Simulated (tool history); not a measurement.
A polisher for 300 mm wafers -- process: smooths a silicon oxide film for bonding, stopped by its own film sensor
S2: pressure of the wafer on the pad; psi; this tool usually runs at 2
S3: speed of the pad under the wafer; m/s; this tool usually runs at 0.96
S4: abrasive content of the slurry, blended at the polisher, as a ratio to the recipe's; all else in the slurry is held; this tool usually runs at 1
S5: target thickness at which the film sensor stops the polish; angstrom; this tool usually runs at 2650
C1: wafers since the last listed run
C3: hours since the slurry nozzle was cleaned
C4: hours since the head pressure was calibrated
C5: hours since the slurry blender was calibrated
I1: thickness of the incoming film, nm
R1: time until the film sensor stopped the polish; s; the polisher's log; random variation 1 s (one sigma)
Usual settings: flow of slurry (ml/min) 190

run 1 hour=0 | flow_of_slurry_(ml/min)=190 S2=2 S3=0.96 S4=1 S5=2650 | C1=0 wafers_polished_on_this_pad=249 C3=157.4 C4=289.5 C5=20.4 | I1=334.3 | R1=98.3
run 2 hour=63.1 | flow_of_slurry_(ml/min)=190 S2=2 S3=0.96 S4=1 S5=2650 | C1=294 wafers_polished_on_this_pad=544 C3=220.5 C4=352.6 C5=83.5 | I1=327.6 | R1=94.6
-- hour=95.3 slurry nozzle cleaned
run 3 hour=123.3 | flow_of_slurry_(ml/min)=190 S2=2 S3=0.96 S4=1 S5=2650 | C1=276 wafers_polished_on_this_pad=821 C3=28 C4=412.8 C5=143.7 | I1=328 | R1=85.7
-- hour=144.9 worn pad replaced by a new one
run 4 hour=173.1 | flow_of_slurry_(ml/min)=190 S2=2 S3=0.96 S4=1 S5=2650 | C1=213 wafers_polished_on_this_pad=131 C3=77.8 C4=462.6 C5=193.5 | I1=328.4 | R1=86.9
run 5 hour=240.6 | flow_of_slurry_(ml/min)=190 S2=2 S3=0.96 S4=1 S5=2650 | C1=315 wafers_polished_on_this_pad=446 C3=145.3 C4=530.1 C5=261 | I1=329.6 | R1=92.7
-- hour=264.5 slurry blender recalibrated
run 6 hour=289.4 | flow_of_slurry_(ml/min)=190 S2=2 S3=0.96 S4=1 S5=2650 | C1=218 wafers_polished_on_this_pad=665 C3=194.1 C4=578.9 C5=24.9 | I1=329.8 | R1=96.9
-- hour=316.3 slurry nozzle cleaned
-- hour=320.6 worn pad replaced by a new one
run 7 hour=331.1 | flow_of_slurry_(ml/min)=190 S2=2 S3=0.72 S4=1 S5=2650 | C1=171 wafers_polished_on_this_pad=48 C3=14.8 C4=620.6 C5=66.6 | I1=329.3 | R1=111.6
run 8 hour=389.5 | flow_of_slurry_(ml/min)=190 S2=2 S3=0.96 S4=1 S5=2650 | C1=272 wafers_polished_on_this_pad=321 C3=73.2 C4=679 C5=125 | I1=332 | R1=94.9
run 9 hour=414.4 | flow_of_slurry_(ml/min)=190 S2=2 S3=0.96 S4=1 S5=2650 | C1=116 wafers_polished_on_this_pad=438 C3=98.1 C4=703.9 C5=149.9 | I1=327.4 | R1=86.6
run 10 hour=461 | flow_of_slurry_(ml/min)=190 S2=2 S3=0.96 S4=1 S5=2650 | C1=217 wafers_polished_on_this_pad=655 C3=144.7 C4=750.5 C5=196.5 | I1=328.2 | R1=89.4
-- hour=472.1 head pressure recalibrated
-- hour=501.2 worn pad replaced by a new one
-- hour=511.3 slurry blender recalibrated
run 11 hour=517.9 | flow_of_slurry_(ml/min)=190 S2=2 S3=0.96 S4=1 S5=2650 | C1=228 wafers_polished_on_this_pad=68 C3=201.6 C4=45.8 C5=6.6 | I1=329.1 | R1=95.9
-- hour=546.7 slurry nozzle cleaned
run 12 hour=573.6 | flow_of_slurry_(ml/min)=190 S2=2.5 S3=0.96 S4=1.15 S5=2650 | C1=255 wafers_polished_on_this_pad=324 C3=26.9 C4=101.5 C5=62.3 | I1=324.9 | R1=63
run 13 hour=635.2 | flow_of_slurry_(ml/min)=145 S2=1.8 S3=0.96 S4=0.7 S5=2650 | C1=287 wafers_polished_on_this_pad=612 C3=88.5 C4=163.1 C5=123.9 | I1=330.3 | R1=138.6
run 14 hour=664.3 | flow_of_slurry_(ml/min)=140 S2=2 S3=1.22 S4=0.85 S5=2480 | C1=135 wafers_polished_on_this_pad=748 C3=117.6 C4=192.2 C5=153 | I1=328.8 | R1=111.7
-- hour=674.9 worn pad replaced by a new one
run 15 hour=721.2 | flow_of_slurry_(ml/min)=190 S2=1.3 S3=1.08 S4=1 S5=2650 | C1=247 wafers_polished_on_this_pad=216 C3=174.5 C4=249.1 C5=209.9 | I1=328.9 | R1=121.7
run 16 hour=752.5 | flow_of_slurry_(ml/min)=190 S2=2.2 S3=0.96 S4=1.25 S5=2810 | C1=146 wafers_polished_on_this_pad=362 C3=205.8 C4=280.4 C5=241.2 | I1=328.4 | R1=56.3
-- hour=768.2 slurry nozzle cleaned
-- hour=772.9 slurry blender recalibrated
run 17 hour=792.1 | flow_of_slurry_(ml/min)=125 S2=1.5 S3=0.96 S4=0.75 S5=2500 | C1=171 wafers_polished_on_this_pad=533 C3=23.9 C4=320 C5=19.2 | I1=329.7 | R1=194.6
-- hour=834.1 worn pad replaced by a new one
run 18 hour=858.1 | flow_of_slurry_(ml/min)=250 S2=2.4 S3=0.96 S4=1 S5=2650 | C1=289 wafers_polished_on_this_pad=112 C3=89.9 C4=386 C5=85.2 | I1=329.4 | R1=72.9
run 19 hour=892.7 | flow_of_slurry_(ml/min)=245 S2=2 S3=1.3 S4=0.8 S5=2650 | C1=161 wafers_polished_on_this_pad=273 C3=124.5 C4=420.6 C5=119.8 | I1=324.8 | R1=74.4

4 ways to go on from here, each from the tool as it stands after run 19. What would each give?
run A hour=893.2 | flow_of_slurry_(ml/min)=235 S2=2 S3=0.96 S4=1 S5=2650 | C1=2 wafers_polished_on_this_pad=276 C3=125 C4=421.1 C5=120.3 | I1=329.8 | R1=?
run B hour=893.2 | flow_of_slurry_(ml/min)=190 S2=2 S3=0.78 S4=1 S5=2830 | C1=2 wafers_polished_on_this_pad=276 C3=125 C4=421.1 C5=120.3 | I1=329.8 | R1=?
run C hour=893.2 | flow_of_slurry_(ml/min)=190 S2=2 S3=1.16 S4=1 S5=2420 | C1=2 wafers_polished_on_this_pad=276 C3=125 C4=421.1 C5=120.3 | I1=329.8 | R1=?
run D hour=893.2 | flow_of_slurry_(ml/min)=150 S2=2 S3=0.96 S4=1 S5=2740 | C1=2 wafers_polished_on_this_pad=276 C3=125 C4=421.1 C5=120.3 | I1=329.8 | R1=?

run=A R1=89.4
run=B R1=78.9
run=C R1=107.8
run=D R1=83.8
Had the tool no hidden state, the same runs would have come out as:
run=A R1=87.2
run=B R1=76.5
run=C R1=104.5
run=D R1=80.6
